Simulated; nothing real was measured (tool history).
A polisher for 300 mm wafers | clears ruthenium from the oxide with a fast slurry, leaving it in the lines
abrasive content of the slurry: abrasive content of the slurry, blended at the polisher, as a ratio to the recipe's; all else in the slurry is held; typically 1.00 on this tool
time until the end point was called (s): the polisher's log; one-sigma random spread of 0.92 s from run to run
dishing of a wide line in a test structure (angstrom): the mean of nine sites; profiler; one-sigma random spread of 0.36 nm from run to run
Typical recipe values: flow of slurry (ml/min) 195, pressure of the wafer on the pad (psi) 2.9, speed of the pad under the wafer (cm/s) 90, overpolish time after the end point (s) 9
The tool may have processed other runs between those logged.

| run | hour | flow of slurry (ml/min) | pressure of the wafer on the pad (psi) | speed of the pad under the wafer (cm/s) | abrasive content of the slurry | overpolish time after the end point (s) | wafers since the last listed run | wafers polished on this pad | hours since the slurry nozzle was cleaned | hours since the head pressure was calibrated | hours since the slurry blender was calibrated | incoming thickness of the incoming film, nm | time until the end point was called (s) | dishing of a wide line in a test structure (angstrom) |
|---|---|---|---|---|---|---|---|---|---|---|---|---|---|---|
| 1 | 0.0 | 245 | 2.9 | 90 | 1.00 | 9 | 0 | 5 | 461.3 | 850.2 | 220.2 | 291.6 | 90.0 | 236 |
| 2 | 7.5 | 245 | 2.9 | 90 | 1.00 | 9 | 95 | 101 | 468.8 | 857.7 | 227.7 | 289.1 | 89.8 | 245 |
| 3 | 25.0 | 245 | 2.9 | 90 | 1.00 | 9 | 223 | 324 | 486.3 | 875.2 | 245.2 | 286.2 | 87.7 | 236 |
|  | 29.6 | slurry blender recalibrated |
| 4 | 33.2 | 195 | 2.9 | 110 | 1.00 | 9 | 79 | 403 | 494.5 | 883.4 | 3.6 | 285.7 | 77.1 | 266 |
| 5 | 50.1 | 195 | 2.9 | 90 | 1.00 | 9 | 215 | 618 | 511.4 | 900.3 | 20.5 | 292.6 | 95.5 | 232 |
| 6 | 58.9 | 195 | 2.9 | 90 | 1.00 | 9 | 112 | 731 | 520.2 | 909.1 | 29.3 | 289.6 | 93.3 | 229 |
| 7 | 66.2 | 195 | 2.9 | 90 | 1.00 | 9 | 93 | 824 | 527.5 | 916.4 | 36.6 | 291.9 | 95.3 | 235 |
| 8 | 83.7 | 195 | 2.9 | 90 | 1.00 | 9 | 223 | 1047 | 545.0 | 933.9 | 54.1 | 288.5 | 94.1 | 219 |
| 9 | 90.6 | 250 | 2.9 | 90 | 1.00 | 9 | 87 | 1135 | 551.9 | 940.8 | 61.0 | 293.8 | 96.1 | 228 |
| 10 | 103.0 | 250 | 2.9 | 90 | 1.00 | 9 | 158 | 1293 | 564.3 | 953.2 | 73.4 | 292.2 | 96.4 | 223 |
|  | 110.6 | worn pad replaced by a new one, repeated, since the last time left the tool worse |
| 11 | 116.0 | 195 | 3.3 | 90 | 1.00 | 9 | 114 | 69 | 577.3 | 966.2 | 86.4 | 286.7 | 75.7 | 276 |
| 12 | 124.3 | 175 | 2.9 | 102 | 1.00 | 9 | 105 | 174 | 585.6 | 974.5 | 94.7 | 284.3 | 75.5 | 277 |
| 13 | 138.1 | 195 | 2.9 | 90 | 1.00 | 9 | 175 | 350 | 599.4 | 988.3 | 108.5 | 294.0 | 84.6 | 256 |
| 14 | 154.7 | 195 | 2.9 | 116 | 1.00 | 11 | 211 | 562 | 616.0 | 1004.9 | 125.1 | 288.9 | 70.3 | 357 |
| 15 | 163.7 | 195 | 2.1 | 90 | 1.00 | 9 | 114 | 677 | 625.0 | 1013.9 | 134.1 | 283.5 | 97.2 | 211 |
| 16 | 178.6 | 195 | 2.0 | 90 | 1.00 | 6 | 189 | 867 | 639.9 | 1028.8 | 149.0 | 285.7 | 102.8 | 143 |
| 17 | 191.2 | 195 | 2.9 | 90 | 1.00 | 9 | 160 | 1027 | 652.5 | 1041.4 | 161.6 | 288.5 | 83.6 | 252 |
|  | 200.9 | worn pad replaced by a new one |
| 18 | 201.4 | 195 | 3.2 | 90 | 1.00 | 12 | 79 | 6 | 662.7 | 1051.6 | 171.8 | 292.7 | 79.0 | 351 |
| 19 | 208.7 | 240 | 3.2 | 90 | 1.00 | 9 | 93 | 99 | 670.0 | 1058.9 | 179.1 | 289.9 | 76.4 | 275 |
|  | 213.2 | head pressure recalibrated |
| 20 | 226.5 | 195 | 2.9 | 90 | 1.00 | 5 | 201 | 301 | 687.8 | 13.3 | 196.9 | 286.0 | 82.8 | 148 |
|  | 230.4 | slurry blender recalibrated |
| 21 | 261.1 | 195 | 3.3 | 90 | 0.75 | 9 | 415 | 716 | 722.4 | 47.9 | 30.7 | 291.5 | 103.1 | 216 |
| 22 | 270.1 | 195 | 2.9 | 100 | 1.15 | 9 | 114 | 831 | 731.4 | 56.9 | 39.7 | 289.6 | 71.8 | 289 |
|  | 282.5 | slurry nozzle cleaned |
|  | 306.7 | worn pad replaced by a new one |
| 23 | 314.9 | 195 | 2.9 | 90 | 1.00 | 9 | 507 | 105 | 32.4 | 101.7 | 84.5 | 291.4 | 85.2 | 253 |
| 24 | 325.6 | 225 | 2.3 | 78 | 0.75 | 9 | 136 | 241 | 43.1 | 112.4 | 95.2 | 288.4 | 134.9 | 158 |
| 25 | 342.8 | 195 | 2.9 | 90 | 1.00 | 9 | 219 | 460 | 60.3 | 129.6 | 112.4 | 293.2 | 84.8 | 256 |
| 26 | 358.1 | 195 | 2.4 | 90 | 1.00 | 5 | 195 | 655 | 75.6 | 144.9 | 127.7 | 290.7 | 95.5 | 129 |
| 27 | 368.9 | 175 | 3.8 | 90 | 1.00 | 9 | 137 | 793 | 86.4 | 155.7 | 138.5 | 294.0 | 73.1 | 289 |
| 28 | 383.1 | 195 | 2.4 | 90 | 1.00 | 9 | 181 | 974 | 100.6 | 169.9 | 152.7 | 288.7 | 95.1 | 226 |

Consider 4 possible next runs. They are alternatives, not a sequence: every one starts from the tool as it was left by run 28. What does each give?
| A | 383.5 | 195 | 2.9 | 90 | 1.00 | 9 | 5 | 979 | 101.0 | 170.3 | 153.1 | 290.2 | ? | ? |
| B | 383.5 | 195 | 2.9 | 100 | 1.00 | 9 | 5 | 979 | 101.0 | 170.3 | 153.1 | 290.2 | ? | ? |
| C | 383.5 | 195 | 3.5 | 90 | 1.10 | 14 | 5 | 979 | 101.0 | 170.3 | 153.1 | 290.2 | ? | ? |
| D | 383.5 | 195 | 2.9 | 102 | 1.00 | 9 | 5 | 979 | 101.0 | 170.3 | 153.1 | 290.2 | ? | ? |

| run | time until the end point was called (s) | dishing of a wide line in a test structure (angstrom) |
|---|---|---|
| A | 85.9 | 248 |
| B | 79.6 | 266 |
| C | 71.6 | 431 |
| D | 78.5 | 269 |
Without the tool's hidden state the same runs would have given:
| run | time until the end point was called (s) | dishing of a wide line in a test structure (angstrom) |
|---|---|---|
| A | 83.0 | 256 |
| B | 76.9 | 274 |
| C | 69.2 | 444 |
| D | 75.8 | 278 |
